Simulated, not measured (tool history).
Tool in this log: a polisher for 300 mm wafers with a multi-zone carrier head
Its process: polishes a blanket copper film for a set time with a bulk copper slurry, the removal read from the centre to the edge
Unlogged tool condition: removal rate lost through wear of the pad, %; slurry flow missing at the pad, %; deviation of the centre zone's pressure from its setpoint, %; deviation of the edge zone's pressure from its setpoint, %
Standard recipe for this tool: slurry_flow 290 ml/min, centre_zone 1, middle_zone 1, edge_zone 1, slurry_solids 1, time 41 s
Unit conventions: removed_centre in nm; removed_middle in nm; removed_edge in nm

run    hour  slurry_flow  centre_zone  middle_zone  edge_zone  slurry_solids  time  wafers since the last listed run  wafers polished on this pad  hours since the slurry nozzle was cleaned  hours since the centre zone pressure was calibrated  hours since the edge zone pressure was calibrated  hours since the carrier head's membrane was replaced  incoming thickness of the incoming film, nm  removed_centre  removed_middle  removed_edge
  1       0          355            1            1          1              1    41                                 0                          578                                      361.4                                                991.6                                                288                                                   8.5                                       2671.3           366.3           331.5         332.7
         39  -- centre zone pressure recalibrated
  2    48.2          290         0.89            1       1.09            0.8    49                               541                         1120                                      409.6                                                  9.2                                              336.2                                                  56.7                                       2736.8           307.1           368.9         381.1
  3   117.9          225         0.89         0.92          1              1    41                               816                         1936                                      479.3                                                 78.9                                              405.9                                                 126.4                                       2697.1           278.3             297         323.6
  4   195.7          290            1            1          1              1    41                               911                         2848                                      557.1                                                156.7                                              483.7                                                 204.2                                       2658.7           331.4           328.3         325.1
  5   285.5          290            1            1          1              1    41                              1052                         3901                                      646.9                                                246.5                                              573.5                                                   294                                       2721.7           323.7             327         330.5
  6     351          290            1            1          1              1    41                               767                         4668                                      712.4                                                  312                                                639                                                 359.5                                       2716.7           326.3           323.2         328.2
      359.1  -- edge zone pressure recalibrated
  7   436.6          290         1.09            1       0.91              1    32                               979                         5648                                        798                                                397.6                                               77.5                                                 445.1                                       2783.2           292.5           252.7         244.5
      468.4  -- slurry nozzle cleaned
  8   479.3          290         1.04         0.89          1              1    54                               488                         6136                                       10.9                                                440.3                                              120.2                                                 487.8                                         2719           461.3           391.5         438.7
  9   519.7          290         1.07            1          1              1    30                               473                         6610                                       51.3                                                480.7                                              160.6                                                 528.2                                       2755.4           261.2           242.9         241.9
 10   602.5          210            1            1          1              1    41                               970                         7580                                      134.1                                                563.5                                              243.4                                                   611                                       2725.4             329           316.1         324.6
      682.1  -- worn pad replaced by a new one
 11   702.2          290            1            1          1              1    41                              1121                          235                                      233.8                                                663.2                                              343.1                                                 710.7                                       2750.8           348.5           325.4         330.4
 12   809.6          315         0.91            1          1              1    41                              1258                         1493                                      341.2                                                770.6                                              450.5                                                 818.1                                       2684.1             316           323.6         333.9
 13     919          290            1         1.07          1            1.3    41                              1282                         2775                                      450.6                                                  880                                              559.9                                                 927.5                                       2725.3           379.6           371.9           353
 14   994.9          290            1            1          1              1    55                               889                         3665                                      526.5                                                955.9                                              635.8                                                1003.4                                       2719.1           479.5           441.8         442.6
     1034.1  -- centre zone pressure recalibrated
 15  1071.9          290            1         1.03       0.92              1    41                               878                         4544                                      603.5                                                 37.8                                              712.8                                                1080.4                                       2763.9           322.6           337.5         318.6
     1130.3  -- edge zone pressure recalibrated
 16  1135.8          290            1         1.03       0.94              1    41                               725                         5269                                      667.4                                                101.7                                                5.5                                                1144.3                                       2778.5           329.1             331         321.4
 17  1198.9          290            1            1          1            0.8    52                               739                         6009                                      730.5                                                164.8                                               68.6                                                1207.4                                       2734.8           388.9           391.9         389.6
     1238.6  -- slurry nozzle cleaned
 18  1257.4          290            1            1          1              1    41                               673                         6682                                       18.8                                                223.3                                              127.1                                                1265.9                                       2749.6           333.5           324.5           329
 19  1297.3          290         0.91            1          1              1    41                               467                         7150                                       58.7                                                263.2                                                167                                                1305.8                                       2703.7           299.7           330.8         330.7
 20  1347.4          290            1            1          1           1.25    41                               587                         7737                                      108.8                                                313.3                                              217.1                                                1355.9                                       2685.8           365.9           346.8         349.1
     1376.3  -- worn pad replaced by a new one
 21  1385.3          290            1         0.96       1.04              1    41                               397                          105                                      146.7                                                351.2                                                255                                                1393.8                                       2705.9           333.4             318         335.6
 22  1493.2          290            1            1          1              1    53                              1264                         1369                                      254.6                                                459.1                                              362.9                                                1501.7                                       2697.9           435.5           423.3           425

3 options for the next run, each taken on its own from the tool as it stands now. Forecast them:
  A  1493.6          290            1            1       1.11              1    41                                 4                         1374                                        255                                                459.5                                              363.3                                                1502.1                                       2720.8               ?               ?             ?
  B  1493.6          290            1            1          1            0.7    36                                 4                         1374                                        255                                                459.5                                              363.3                                                1502.1                                       2720.8               ?               ?             ?
  C  1493.6          290         0.96         0.94          1              1    36                                 4                         1374                                        255                                                459.5                                              363.3                                                1502.1                                       2720.8               ?               ?             ?

run  removed_centre  removed_middle  removed_edge
  A           350.1           327.5         345.5
  B           277.6           259.7         261.2
  C           294.9           273.1         289.4
With the hidden condition removed and each run's random variation left untouched, the same runs would have given:
run  removed_centre  removed_middle  removed_edge
  A           329.1           327.6         345.5
  B           260.9           259.8         261.2
  C           277.2           273.2         289.4

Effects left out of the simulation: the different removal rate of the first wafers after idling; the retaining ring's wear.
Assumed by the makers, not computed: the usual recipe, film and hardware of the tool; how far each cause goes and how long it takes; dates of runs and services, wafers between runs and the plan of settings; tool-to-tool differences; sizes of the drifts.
